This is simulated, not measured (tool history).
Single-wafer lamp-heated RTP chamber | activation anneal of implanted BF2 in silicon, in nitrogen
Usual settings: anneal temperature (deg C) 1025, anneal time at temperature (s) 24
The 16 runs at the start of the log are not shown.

| run | day | anneal temperature (deg C) | anneal time at temperature (s) | read-back reference wafer on the same gauge, sheet resistance | sheet resistance of the implanted and annealed layer (ohm/square) |
|---|---|---|---|---|---|
| 17 | 16.017 | 1011 | 19 | 125.05 | 148.46 |
| 18 | 17.208 | 1043 | 20 | 124.98 | 128.73 |
| 19 | 18.45 | 1025 | 24 | 125.01 | 135.02 |
| 20 | 19.188 | 1011 | 14 | 124.93 | 153.03 |
| 21 | 20.417 | 1044 | 24 | 125.05 | 125.16 |
|  | 21.188 | reflector plate cleaned |
|  | 21.204 | pyrometer window cleaned and pyrometer calibrated |
| 22 | 21.292 | 1025 | 28 | 124.82 | 133.02 |
| 23 | 22.283 | 997 | 14 | 124.91 | 165.7 |
| 24 | 23.025 | 999 | 31 | 125.01 | 150.37 |
| 25 | 23.729 | 1039 | 19 | 124.87 | 131.32 |
| 26 | 25.029 | 1048 | 24 | 124.97 | 123.6 |
| 27 | 25.592 | 1014 | 33 | 125.04 | 137.89 |
| 28 | 26.642 | 1007 | 32 | 124.95 | 143.27 |
| 29 | 27.762 | 1025 | 24 | 125.05 | 134.85 |
|  | 27.833 | gauge calibrated |
| 30 | 28.292 | 1054 | 20 | 124.95 | 123.6 |
| 31 | 28.842 | 1043 | 24 | 124.95 | 126.39 |
| 32 | 29.775 | 1013 | 38 | 125.03 | 135.68 |
|  | 30.329 | reflector plate cleaned |
| 33 | 30.446 | 1025 | 13 | 124.94 | 143.9 |
| 34 | 31.838 | 1050 | 18 | 124.95 | 126.56 |
|  | 32.733 | pyrometer window cleaned and pyrometer calibrated |
| 35 | 32.808 | 1025 | 24 | 124.84 | 134.85 |
| 36 | 34.2 | 998 | 16 | 124.9 | 162.56 |

Below are 4 alternative next runs, each starting from the tool's condition after run 36. Predict each:
| A | 34.217 | 1025 | 24 | ? | ? |
| B | 34.217 | 1009 | 34 | ? | ? |
| C | 34.217 | 1046 | 33 | ? | ? |
| D | 34.217 | 1025 | 30 | ? | ? |

| run | read-back reference wafer on the same gauge, sheet resistance | sheet resistance of the implanted and annealed layer (ohm/square) |
|---|---|---|
| A | 124.93 | 134.13 |
| B | 124.93 | 139.82 |
| C | 124.93 | 119.61 |
| D | 124.93 | 131.08 |
Had the tool no hidden state, the same runs would have come out as:
| run | sheet resistance of the implanted and annealed layer (ohm/square) |
|---|---|
| A | 134.13 |
| B | 139.82 |
| C | 119.61 |
| D | 131.08 |
